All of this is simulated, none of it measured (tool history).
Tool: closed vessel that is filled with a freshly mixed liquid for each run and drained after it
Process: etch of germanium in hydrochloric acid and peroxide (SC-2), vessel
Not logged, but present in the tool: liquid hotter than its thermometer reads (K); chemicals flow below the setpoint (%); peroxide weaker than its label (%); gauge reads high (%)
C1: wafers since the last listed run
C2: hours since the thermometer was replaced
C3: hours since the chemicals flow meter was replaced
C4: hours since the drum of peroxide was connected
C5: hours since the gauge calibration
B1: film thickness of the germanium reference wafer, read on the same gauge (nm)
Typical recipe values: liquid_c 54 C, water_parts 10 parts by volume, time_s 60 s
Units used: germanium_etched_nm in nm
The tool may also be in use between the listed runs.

Run 1, hour 0: usual settings; C1 0; C2 1218.5; C3 299.9; C4 722.4; C5 302.8; B1 110.02. Result: germanium_etched_nm 110.63 nm.
Run 2, hour 80.1: usual settings; C1 9791; C2 1298.6; C3 380; C4 802.5; C5 382.9; B1 109.95. Result: germanium_etched_nm 111.64 nm.
Run 3, hour 108.5: usual settings; C1 3471; C2 1327; C3 408.4; C4 830.9; C5 411.3; B1 110.04. Result: germanium_etched_nm 111.62 nm.
Run 4, hour 135.7: usual settings; C1 3325; C2 1354.2; C3 435.6; C4 858.1; C5 438.5; B1 110. Result: germanium_etched_nm 110.95 nm.
Run 5, hour 161.4: usual settings; C1 3141; C2 1379.9; C3 461.3; C4 883.8; C5 464.2; B1 110.02. Result: germanium_etched_nm 111.12 nm.
At hour 162.6: thermometer replaced.
Run 6, hour 177.1: usual settings; C1 1796; C2 14.5; C3 477; C4 899.5; C5 479.9; B1 110. Result: germanium_etched_nm 102.87 nm.
At hour 193.2: gauge calibrated.
Run 7, hour 210.2: usual settings; C1 4046; C2 47.6; C3 510.1; C4 932.6; C5 17; B1 110.02. Result: germanium_etched_nm 102.57 nm.
At hour 221.2: new drum of peroxide connected.
Run 8, hour 240.9: usual settings but liquid_c 44.5 C, water_parts 13 parts by volume; C1 3630; C2 78.3; C3 540.8; C4 19.7; C5 47.7; B1 110.03. Result: germanium_etched_nm 73.87 nm.
At hour 251.7: chemicals flow meter replaced.
Run 9, hour 270.8: usual settings but water_parts 5.5 parts by volume, time_s 90 s; C1 3532; C2 108.2; C3 19.1; C4 49.6; C5 77.6; B1 110.01. Result: germanium_etched_nm 160.53 nm.
Run 10, hour 305.7: usual settings; C1 4266; C2 143.1; C3 54; C4 84.5; C5 112.5; B1 109.97. Result: germanium_etched_nm 103.3 nm.
Run 11, hour 319: usual settings but liquid_c 60 C, water_parts 11.5 parts by volume, time_s 70 s; C1 1625; C2 156.4; C3 67.3; C4 97.8; C5 125.8; B1 110. Result: germanium_etched_nm 142.88 nm.
Run 12, hour 349: usual settings but water_parts 8.5 parts by volume; C1 3667; C2 186.4; C3 97.3; C4 127.8; C5 155.8; B1 110.03. Result: germanium_etched_nm 106.29 nm.
Run 13, hour 373.7: usual settings; C1 3019; C2 211.1; C3 122; C4 152.5; C5 180.5; B1 109.99. Result: germanium_etched_nm 102.9 nm.
Run 14, hour 401.6: usual settings but liquid_c 50.5 C, water_parts 13 parts by volume, time_s 40 s; C1 3410; C2 239; C3 149.9; C4 180.4; C5 208.4; B1 110. Result: germanium_etched_nm 60.18 nm.
Run 15, hour 433.2: usual settings but liquid_c 61 C, water_parts 14.5 parts by volume, time_s 75 s; C1 3862; C2 270.6; C3 181.5; C4 212; C5 240; B1 110.02. Result: germanium_etched_nm 151.87 nm.

The same runs without the tool's hidden state, with the same run-to-run variation:
run  germanium_etched_nm
  1                102.3
  2               102.74
  3               102.54
  4               101.74
  5               101.74
  6                102.4
  7               101.88
  8                 73.2
  9               158.84
 10               102.01
 11               141.07
 12               104.67
 13               101.18
 14                59.08
 15                  149
